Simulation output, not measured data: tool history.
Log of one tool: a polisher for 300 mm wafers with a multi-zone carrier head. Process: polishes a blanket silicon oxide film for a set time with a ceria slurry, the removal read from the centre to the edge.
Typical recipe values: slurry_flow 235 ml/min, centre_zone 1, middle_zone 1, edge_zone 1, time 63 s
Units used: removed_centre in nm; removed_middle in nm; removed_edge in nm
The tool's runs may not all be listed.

run	hour	slurry_flow	centre_zone	middle_zone	edge_zone	time	wafers since the last listed run	wafers polished on this pad	hours since the slurry nozzle was cleaned	hours since the centre zone pressure was calibrated	hours since the edge zone pressure was calibrated	hours since the carrier head's membrane was replaced	incoming thickness of the incoming film, nm	removed_centre	removed_middle	removed_edge
1	0	235	1	1.1	1	49	0	1798	266.1	154.2	596.8	1286.8	1244.3	159.2	193.6	177.9
# hour 12.1: worn pad replaced by a new one
2	15.4	235	1.08	1	0.92	63	89	26	281.5	169.6	612.2	1302.2	1292.5	220.4	228.6	219.9
# hour 21.1: centre zone pressure recalibrated, repeated, since the last time left the tool worse
# hour 43.7: slurry nozzle cleaned
3	52.6	235	1	1	1	63	269	295	8.9	31.5	649.4	1339.4	1286.5	240.7	234.9	229.4
# hour 107.8: edge zone pressure recalibrated
4	119.6	235	1	1	1	63	511	807	75.9	98.5	11.8	1406.4	1280.6	239.5	232.7	230.4
5	136.8	160	1	1	0.96	78	135	942	93.1	115.7	29	1423.6	1253.4	283.7	280.4	274.9
6	163.3	235	1	1	1	78	208	1151	119.6	142.2	55.5	1450.1	1278.3	297.9	287.4	286
7	187.1	235	1	1	1	63	187	1339	143.4	166	79.3	1473.9	1263.6	238.4	232.2	232.6
8	211.9	235	1	0.91	0.94	53	195	1534	168.2	190.8	104.1	1498.7	1267.1	201.6	184.3	189.1
# hour 238: worn pad replaced by a new one
9	238.5	235	1	1.09	1	79	178	3	194.8	217.4	130.7	1525.3	1287.8	297.9	308.2	285.9
# hour 259.2: carrier head's membrane replaced by a new one
10	267.3	235	1	1	1	46	187	191	223.6	246.2	159.5	8.1	1287.7	173.3	173.1	170.5
11	292.3	275	1.09	1	1.07	63	196	388	248.6	271.2	184.5	33.1	1254.1	265	234.3	239.2
12	308.4	235	1.1	1.07	0.96	77	126	514	264.7	287.3	200.6	49.2	1265.1	322.5	302.4	272.7
# hour 313.7: slurry nozzle cleaned
13	340.4	180	1	1	1	74	244	759	26.7	319.3	232.6	81.2	1265.6	273.5	267.6	268.5
14	363.9	235	0.96	1.07	0.96	63	185	944	50.2	342.8	256.1	104.7	1283.2	229.1	250.9	227.5
15	396.3	235	1	1	1	63	255	1199	82.6	375.2	288.5	137.1	1269.8	236.8	235.9	229.3
16	430.3	235	1.07	0.9	0.95	63	267	1467	116.6	409.2	322.5	171.1	1287.4	254.4	211	226.2
17	447.5	235	1	1	1	63	135	1602	133.8	426.4	339.7	188.3	1293.6	238.7	233.2	229
18	468.9	185	1	1.08	1	63	168	1771	155.2	447.8	361.1	209.7	1276.5	231.2	246.4	226
# hour 478.2: worn pad replaced by a new one
19	481.4	215	1.04	1	1	63	66	25	167.7	460.3	373.6	222.2	1256.7	241.1	231.6	228.7
20	495.9	235	1	1	1	78	114	139	182.2	474.8	388.1	236.7	1276.4	291.8	290.3	280.3
21	520.5	235	1	1	1	63	193	333	206.8	499.4	412.7	261.3	1271.4	237	233.6	227.7

5 options for the next run, each taken on its own from the tool as it stands now. Forecast them:
A	521	235	1	1	1	63	3	337	207.3	499.9	413.2	261.8	1255.2	?	?	?
B	521	235	1	1	0.92	72	3	337	207.3	499.9	413.2	261.8	1255.2	?	?	?
C	521	235	1	1	1	56	3	337	207.3	499.9	413.2	261.8	1255.2	?	?	?
D	521	235	0.89	1.12	1	52	3	337	207.3	499.9	413.2	261.8	1255.2	?	?	?
E	521	235	1	1	1	72	3	337	207.3	499.9	413.2	261.8	1255.2	?	?	?

run	removed_centre	removed_middle	removed_edge
A	236.7	233	230.8
B	270.6	266.3	253.6
C	210.4	207.1	205.2
D	173.9	211.9	190.2
E	270.6	266.3	263.8
With no hidden state in the tool, these same runs would have given:
run	removed_centre	removed_middle	removed_edge
A	238.3	233	230.8
B	272.4	266.3	253.6
C	211.9	207.1	205.2
D	175.1	211.9	190.2
E	272.4	266.2	263.8
